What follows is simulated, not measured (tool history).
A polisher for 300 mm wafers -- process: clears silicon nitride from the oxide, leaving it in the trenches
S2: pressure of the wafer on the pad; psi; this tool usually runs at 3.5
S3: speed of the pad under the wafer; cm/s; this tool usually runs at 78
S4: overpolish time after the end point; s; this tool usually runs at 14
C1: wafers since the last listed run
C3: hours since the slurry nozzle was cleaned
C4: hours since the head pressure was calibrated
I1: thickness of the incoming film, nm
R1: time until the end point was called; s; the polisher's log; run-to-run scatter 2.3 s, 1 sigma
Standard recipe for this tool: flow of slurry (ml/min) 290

run 1 hour=0.0 | flow_of_slurry_(ml/min)=290 S2=3.5 S3=78 S4=12 | C1=0 wafers_polished_on_this_pad=335 C3=423.0 C4=720.0 | I1=111.8 | R1=184.9
-- hour=7.7 head pressure recalibrated
run 2 hour=66.7 | flow_of_slurry_(ml/min)=290 S2=3.5 S3=78 S4=12 | C1=295 wafers_polished_on_this_pad=630 C3=489.7 C4=59.0 | I1=108.7 | R1=163.0
run 3 hour=164.8 | flow_of_slurry_(ml/min)=290 S2=3.5 S3=78 S4=12 | C1=447 wafers_polished_on_this_pad=1078 C3=587.8 C4=157.1 | I1=109.7 | R1=157.5
run 4 hour=212.9 | flow_of_slurry_(ml/min)=290 S2=3.9 S3=78 S4=14 | C1=219 wafers_polished_on_this_pad=1297 C3=635.9 C4=205.2 | I1=110.1 | R1=147.8
run 5 hour=284.5 | flow_of_slurry_(ml/min)=355 S2=3.5 S3=78 S4=14 | C1=326 wafers_polished_on_this_pad=1624 C3=707.5 C4=276.8 | I1=109.2 | R1=162.5
-- hour=289.8 slurry nozzle cleaned
run 6 hour=344.8 | flow_of_slurry_(ml/min)=290 S2=3.5 S3=78 S4=14 | C1=270 wafers_polished_on_this_pad=1895 C3=55.0 C4=337.1 | I1=111.0 | R1=168.1
run 7 hour=383.4 | flow_of_slurry_(ml/min)=290 S2=3.5 S3=78 S4=14 | C1=176 wafers_polished_on_this_pad=2071 C3=93.6 C4=375.7 | I1=110.6 | R1=166.0
run 8 hour=469.6 | flow_of_slurry_(ml/min)=290 S2=3.5 S3=78 S4=14 | C1=393 wafers_polished_on_this_pad=2464 C3=179.8 C4=461.9 | I1=108.7 | R1=162.8
-- hour=561.8 worn pad replaced by a new one
run 9 hour=566.3 | flow_of_slurry_(ml/min)=290 S2=3.5 S3=78 S4=14 | C1=423 wafers_polished_on_this_pad=20 C3=276.5 C4=558.6 | I1=110.0 | R1=170.3
run 10 hour=639.6 | flow_of_slurry_(ml/min)=290 S2=3.5 S3=78 S4=14 | C1=334 wafers_polished_on_this_pad=355 C3=349.8 C4=631.9 | I1=109.8 | R1=171.1
-- hour=687.8 head pressure recalibrated
run 11 hour=736.1 | flow_of_slurry_(ml/min)=290 S2=3.5 S3=78 S4=14 | C1=431 wafers_polished_on_this_pad=786 C3=446.3 C4=48.3 | I1=111.4 | R1=164.8
run 12 hour=800.3 | flow_of_slurry_(ml/min)=290 S2=3.5 S3=68 S4=14 | C1=292 wafers_polished_on_this_pad=1079 C3=510.5 C4=112.5 | I1=111.5 | R1=178.9
run 13 hour=865.1 | flow_of_slurry_(ml/min)=290 S2=3.5 S3=78 S4=14 | C1=295 wafers_polished_on_this_pad=1375 C3=575.3 C4=177.3 | I1=111.5 | R1=163.3
-- hour=1031.4 slurry nozzle cleaned
run 14 hour=1112.4 | flow_of_slurry_(ml/min)=290 S2=3.5 S3=78 S4=14 | C1=1123 wafers_polished_on_this_pad=2499 C3=81.0 C4=424.6 | I1=109.9 | R1=165.7
run 15 hour=1159.5 | flow_of_slurry_(ml/min)=290 S2=3.5 S3=78 S4=14 | C1=214 wafers_polished_on_this_pad=2714 C3=128.1 C4=471.7 | I1=110.9 | R1=166.3
-- hour=1205.9 worn pad replaced by a new one
run 16 hour=1237.3 | flow_of_slurry_(ml/min)=290 S2=3.5 S3=78 S4=14 | C1=336 wafers_polished_on_this_pad=143 C3=205.9 C4=549.5 | I1=108.3 | R1=161.7
-- hour=1251.1 head pressure recalibrated
run 17 hour=1274.3 | flow_of_slurry_(ml/min)=290 S2=3.5 S3=78 S4=14 | C1=159 wafers_polished_on_this_pad=302 C3=242.9 C4=23.2 | I1=110.1 | R1=162.3
run 18 hour=1339.9 | flow_of_slurry_(ml/min)=290 S2=3.5 S3=102 S4=14 | C1=299 wafers_polished_on_this_pad=602 C3=308.5 C4=88.8 | I1=108.7 | R1=129.9
run 19 hour=1394.0 | flow_of_slurry_(ml/min)=370 S2=4.5 S3=96 S4=21 | C1=246 wafers_polished_on_this_pad=849 C3=362.6 C4=142.9 | I1=111.0 | R1=107.1
run 20 hour=1435.4 | flow_of_slurry_(ml/min)=290 S2=3.5 S3=78 S4=14 | C1=188 wafers_polished_on_this_pad=1037 C3=404.0 C4=184.3 | I1=109.8 | R1=162.9
run 21 hour=1512.8 | flow_of_slurry_(ml/min)=290 S2=3.5 S3=78 S4=14 | C1=353 wafers_polished_on_this_pad=1391 C3=481.4 C4=261.7 | I1=111.4 | R1=167.1
-- hour=1741.1 slurry nozzle cleaned
run 22 hour=1829.2 | flow_of_slurry_(ml/min)=380 S2=4.0 S3=70 S4=14 | C1=1439 wafers_polished_on_this_pad=2830 C3=88.1 C4=578.1 | I1=110.1 | R1=155.9
-- hour=1868.3 head pressure recalibrated
-- hour=1906.9 worn pad replaced by a new one
run 23 hour=1920.2 | flow_of_slurry_(ml/min)=290 S2=3.5 S3=78 S4=14 | C1=387 wafers_polished_on_this_pad=60 C3=179.1 C4=51.9 | I1=109.0 | R1=157.9
run 24 hour=1998.1 | flow_of_slurry_(ml/min)=370 S2=2.7 S3=78 S4=14 | C1=355 wafers_polished_on_this_pad=416 C3=257.0 C4=129.8 | I1=108.6 | R1=203.5
run 25 hour=2070.0 | flow_of_slurry_(ml/min)=290 S2=3.5 S3=78 S4=14 | C1=328 wafers_polished_on_this_pad=744 C3=328.9 C4=201.7 | I1=108.3 | R1=160.7
run 26 hour=2147.7 | flow_of_slurry_(ml/min)=290 S2=3.2 S3=86 S4=19 | C1=354 wafers_polished_on_this_pad=1099 C3=406.6 C4=279.4 | I1=109.9 | R1=164.2
run 27 hour=2238.9 | flow_of_slurry_(ml/min)=345 S2=4.3 S3=78 S4=8 | C1=416 wafers_polished_on_this_pad=1515 C3=497.8 C4=370.6 | I1=110.9 | R1=137.1
-- hour=2324.5 slurry nozzle cleaned
run 28 hour=2339.8 | flow_of_slurry_(ml/min)=360 S2=2.5 S3=96 S4=12 | C1=455 wafers_polished_on_this_pad=1971 C3=15.3 C4=471.5 | I1=111.9 | R1=203.9
run 29 hour=2399.4 | flow_of_slurry_(ml/min)=235 S2=4.0 S3=78 S4=16 | C1=271 wafers_polished_on_this_pad=2243 C3=74.9 C4=531.1 | I1=109.1 | R1=148.6
-- hour=2461.5 head pressure recalibrated
run 30 hour=2484.9 | flow_of_slurry_(ml/min)=290 S2=3.5 S3=78 S4=18 | C1=381 wafers_polished_on_this_pad=2624 C3=160.4 C4=23.4 | I1=111.0 | R1=164.2
run 31 hour=2522.7 | flow_of_slurry_(ml/min)=290 S2=3.5 S3=100 S4=18 | C1=172 wafers_polished_on_this_pad=2796 C3=198.2 C4=61.2 | I1=110.1 | R1=134.4
-- hour=2611.3 worn pad replaced by a new one
run 32 hour=2612.1 | flow_of_slurry_(ml/min)=290 S2=3.9 S3=56 S4=20 | C1=389 wafers_polished_on_this_pad=3 C3=287.6 C4=150.6 | I1=111.5 | R1=192.0
run 33 hour=2715.1 | flow_of_slurry_(ml/min)=290 S2=3.5 S3=54 S4=14 | C1=470 wafers_polished_on_this_pad=473 C3=390.6 C4=253.6 | I1=110.1 | R1=218.9
run 34 hour=2818.9 | flow_of_slurry_(ml/min)=290 S2=4.6 S3=94 S4=18 | C1=473 wafers_polished_on_this_pad=947 C3=494.4 C4=357.4 | I1=110.7 | R1=114.0
run 35 hour=2914.4 | flow_of_slurry_(ml/min)=370 S2=4.6 S3=78 S4=14 | C1=435 wafers_polished_on_this_pad=1383 C3=589.9 C4=452.9 | I1=110.6 | R1=126.9
-- hour=2930.7 slurry nozzle cleaned
run 36 hour=3006.3 | flow_of_slurry_(ml/min)=335 S2=3.5 S3=104 S4=14 | C1=414 wafers_polished_on_this_pad=1798 C3=75.6 C4=544.8 | I1=110.5 | R1=142.4
run 37 hour=3086.0 | flow_of_slurry_(ml/min)=210 S2=2.5 S3=78 S4=14 | C1=363 wafers_polished_on_this_pad=2161 C3=155.3 C4=624.5 | I1=108.1 | R1=252.7

What if the next run were any one of these 3? Each begins from the tool's condition after run 37:
run A hour=3086.5 | flow_of_slurry_(ml/min)=290 S2=3.5 S3=78 S4=14 | C1=2 wafers_polished_on_this_pad=2164 C3=155.8 C4=625.0 | I1=111.7 | R1=?
run B hour=3086.5 | flow_of_slurry_(ml/min)=290 S2=3.5 S3=78 S4=7 | C1=2 wafers_polished_on_this_pad=2164 C3=155.8 C4=625.0 | I1=111.7 | R1=?
run C hour=3086.5 | flow_of_slurry_(ml/min)=375 S2=3.5 S3=78 S4=14 | C1=2 wafers_polished_on_this_pad=2164 C3=155.8 C4=625.0 | I1=111.7 | R1=?

run=A R1=174.0
run=B R1=174.0
run=C R1=170.4
The same runs, with their run-to-run variation unchanged, on a tool lacking any hidden condition would have given:
run=A R1=160.2
run=B R1=160.2
run=C R1=156.9
